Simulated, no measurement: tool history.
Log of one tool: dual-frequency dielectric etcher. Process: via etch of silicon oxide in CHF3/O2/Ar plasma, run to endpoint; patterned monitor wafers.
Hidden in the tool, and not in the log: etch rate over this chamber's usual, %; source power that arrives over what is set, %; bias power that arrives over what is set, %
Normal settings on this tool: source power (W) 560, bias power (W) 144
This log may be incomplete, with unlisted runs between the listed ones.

run	day	source power (W)	bias power (W)	wafers since the last listed run	hours since the last wet clean	hours since the last source power generator calibration	hours since the last bias power generator calibration	hours since the last upper electrode change	incoming incoming film thickness, nm	endpoint time (s)
1	0	560	144	0	49.6	2979.6	3103.3	1766.5	559.2	301.6
2	8.888	560	144	686	262.9	3192.9	3316.6	1979.8	556.1	295.3
3	11.579	560	144	207	327.5	3257.5	3381.2	2044.4	550.9	289.2
4	13.404	560	144	141	371.3	3301.3	3425	2088.2	549.8	289.5
5	15.875	560	144	190	430.6	3360.6	3484.3	2147.5	558.7	293.3
6	17.438	470	173	120	468.1	3398.1	3521.8	2185	551.2	285
# day 18.554: wet clean of the chamber
7	20.846	470	173	186	55	3479.9	3603.6	2266.8	554	294.5
# day 22.621: bias power generator calibrated
8	22.642	470	173	125	98.1	3523	0.5	2309.9	554.1	295.1
9	26.288	560	144	281	185.6	3610.5	88	2397.4	555.2	294.6
10	29.6	560	144	255	265.1	3690	167.5	2476.9	553.5	292.8
11	33.104	650	155	270	349.2	3774.1	251.6	2561	558.3	279.4
12	37.221	660	134	318	448	3872.9	350.4	2659.8	560.4	288
# day 40.45: upper electrode replaced, of another model than before
13	41.058	430	119	219	540.1	3965	442.5	14.6	553.4	304.9
# day 42.083: wet clean of the chamber
# day 43.346: source power generator calibrated
14	43.962	510	173	134	45.1	14.8	512.2	84.3	558.5	297.7
15	46.817	470	173	220	113.6	83.3	580.7	152.8	563.7	301.8
16	48.683	620	132	144	158.4	128.1	625.5	197.6	549.6	299.1
17	51.121	560	144	188	216.9	186.6	684	256.1	553.9	298.2
18	53.379	660	130	174	271.1	240.8	738.2	310.3	559	298
19	57.238	430	157	298	363.7	333.4	830.8	402.9	559.6	301.2
20	59.362	560	144	164	414.7	384.4	881.8	453.9	550.2	291.6
21	63.017	560	144	282	502.4	472.1	969.5	541.6	553.6	287.6

3 ways to go on from here, each from the tool as it stands after run 21. What would each give?
A	63.038	560	163	1	502.9	472.6	970	542.1	558.8	?
B	63.038	460	114	1	502.9	472.6	970	542.1	558.8	?
C	63.038	500	118	1	502.9	472.6	970	542.1	558.8	?

run	endpoint time (s)
A	286.1
B	312.7
C	307.8
The same runs, with their run-to-run variation unchanged, on a tool lacking any hidden condition would have given:
run	endpoint time (s)
A	297.4
B	325
C	319.9
